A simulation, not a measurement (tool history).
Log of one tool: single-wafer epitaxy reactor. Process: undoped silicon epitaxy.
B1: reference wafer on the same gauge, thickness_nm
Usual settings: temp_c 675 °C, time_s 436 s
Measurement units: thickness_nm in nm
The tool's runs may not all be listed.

{"run": 1, "hour": 0.0, "temp_c": 675, "time_s": 436, "B1": 130.826, "thickness_nm": 120.174}
{"run": 2, "hour": 34.2, "temp_c": 675, "time_s": 436, "B1": 131.022, "thickness_nm": 120.695}
{"run": 3, "hour": 102.4, "temp_c": 675, "time_s": 436, "B1": 131.272, "thickness_nm": 120.497}
{"run": 4, "hour": 136.3, "temp_c": 675, "time_s": 436, "B1": 131.44, "thickness_nm": 120.154}
{"run": 5, "hour": 168.7, "temp_c": 675, "time_s": 436, "B1": 131.566, "thickness_nm": 121.286}
{"run": 6, "hour": 190.3, "temp_c": 675, "time_s": 436, "B1": 131.661, "thickness_nm": 120.486}
{"run": 7, "hour": 204.9, "temp_c": 675, "time_s": 367, "B1": 131.74, "thickness_nm": 101.023}
{"run": 8, "hour": 239.0, "temp_c": 675, "time_s": 367, "B1": 131.72, "thickness_nm": 101.784}
{"run": 9, "hour": 264.2, "temp_c": 675, "time_s": 436, "B1": 131.958, "thickness_nm": 120.597}
{"run": 10, "hour": 291.0, "temp_c": 675, "time_s": 436, "B1": 132.113, "thickness_nm": 121}
{"run": 11, "hour": 314.6, "temp_c": 675, "time_s": 436, "B1": 132.136, "thickness_nm": 120.793}
{"run": 12, "hour": 349.6, "temp_c": 669, "time_s": 412, "B1": 132.229, "thickness_nm": 102.488}
{"run": 13, "hour": 364.6, "temp_c": 669, "time_s": 412, "B1": 132.471, "thickness_nm": 103.815}
{"run": 14, "hour": 389.8, "temp_c": 675, "time_s": 436, "B1": 132.39, "thickness_nm": 122.471}
{"run": 15, "hour": 422.9, "temp_c": 675, "time_s": 436, "B1": 132.591, "thickness_nm": 121.434}
{"run": 16, "hour": 446.7, "temp_c": 675, "time_s": 436, "B1": 132.792, "thickness_nm": 121.413}
{"run": 17, "hour": 474.7, "temp_c": 678, "time_s": 436, "B1": 132.944, "thickness_nm": 129.294}
{"run": 18, "hour": 499.4, "temp_c": 675, "time_s": 436, "B1": 132.998, "thickness_nm": 122.204}
{"hour": 507.4, "done": "gauge calibrated"}
{"run": 19, "hour": 531.9, "temp_c": 675, "time_s": 367, "B1": 128.022, "thickness_nm": 98.632}
{"run": 20, "hour": 560.3, "temp_c": 675, "time_s": 358, "B1": 128.302, "thickness_nm": 96.596}
{"run": 21, "hour": 581.9, "temp_c": 685, "time_s": 486, "B1": 128.374, "thickness_nm": 157.859}
{"run": 22, "hour": 595.3, "temp_c": 664, "time_s": 492, "B1": 128.19, "thickness_nm": 109.045}
{"run": 23, "hour": 624.5, "temp_c": 675, "time_s": 436, "B1": 128.46, "thickness_nm": 117.908}
{"run": 24, "hour": 691.7, "temp_c": 675, "time_s": 436, "B1": 128.729, "thickness_nm": 118.124}
{"hour": 723.8, "done": "pyrometer calibrated"}
{"run": 25, "hour": 724.3, "temp_c": 675, "time_s": 436, "B1": 128.831, "thickness_nm": 118.457}
{"run": 26, "hour": 746.6, "temp_c": 680, "time_s": 372, "B1": 128.876, "thickness_nm": 109.526}
{"run": 27, "hour": 853.1, "temp_c": 675, "time_s": 436, "B1": 129.323, "thickness_nm": 117.707}
{"run": 28, "hour": 879.8, "temp_c": 675, "time_s": 436, "B1": 129.652, "thickness_nm": 117.943}
{"run": 29, "hour": 908.0, "temp_c": 689, "time_s": 373, "B1": 129.654, "thickness_nm": 130.916}
{"run": 30, "hour": 927.9, "temp_c": 684, "time_s": 358, "B1": 129.652, "thickness_nm": 115.803}
{"run": 31, "hour": 959.0, "temp_c": 670, "time_s": 373, "B1": 129.833, "thickness_nm": 92.935}
{"run": 32, "hour": 1059.0, "temp_c": 675, "time_s": 436, "B1": 130.233, "thickness_nm": 119.925}
{"run": 33, "hour": 1089.6, "temp_c": 683, "time_s": 466, "B1": 130.39, "thickness_nm": 148.119}
{"run": 34, "hour": 1115.6, "temp_c": 667, "time_s": 407, "B1": 130.423, "thickness_nm": 96.331}
{"run": 35, "hour": 1139.3, "temp_c": 682, "time_s": 436, "B1": 130.502, "thickness_nm": 135.887}
{"run": 36, "hour": 1154.1, "temp_c": 664, "time_s": 436, "B1": 130.629, "thickness_nm": 97.858}

Alternative continuations, all from the tool just after run 36; predict every row:
{"run": "A", "hour": 1154.6, "temp_c": 675, "time_s": 436, "B1": "?", "thickness_nm": "?"}
{"run": "B", "hour": 1154.6, "temp_c": 667, "time_s": 386, "B1": "?", "thickness_nm": "?"}
{"run": "C", "hour": 1154.6, "temp_c": 664, "time_s": 494, "B1": "?", "thickness_nm": "?"}
{"run": "D", "hour": 1154.6, "temp_c": 683, "time_s": 436, "B1": "?", "thickness_nm": "?"}
{"run": "E", "hour": 1154.6, "temp_c": 687, "time_s": 395, "B1": "?", "thickness_nm": "?"}

run=A B1=130.687 thickness_nm=118.888
run=B B1=130.687 thickness_nm=90.911
run=C B1=130.687 thickness_nm=110.066
run=D B1=130.687 thickness_nm=137.348
run=E B1=130.687 thickness_nm=133.638
Without the tool's hidden state the same runs would have given:
run=A thickness_nm=116.486
run=B thickness_nm=89.074
run=C thickness_nm=107.842
run=D thickness_nm=134.573
run=E thickness_nm=130.938

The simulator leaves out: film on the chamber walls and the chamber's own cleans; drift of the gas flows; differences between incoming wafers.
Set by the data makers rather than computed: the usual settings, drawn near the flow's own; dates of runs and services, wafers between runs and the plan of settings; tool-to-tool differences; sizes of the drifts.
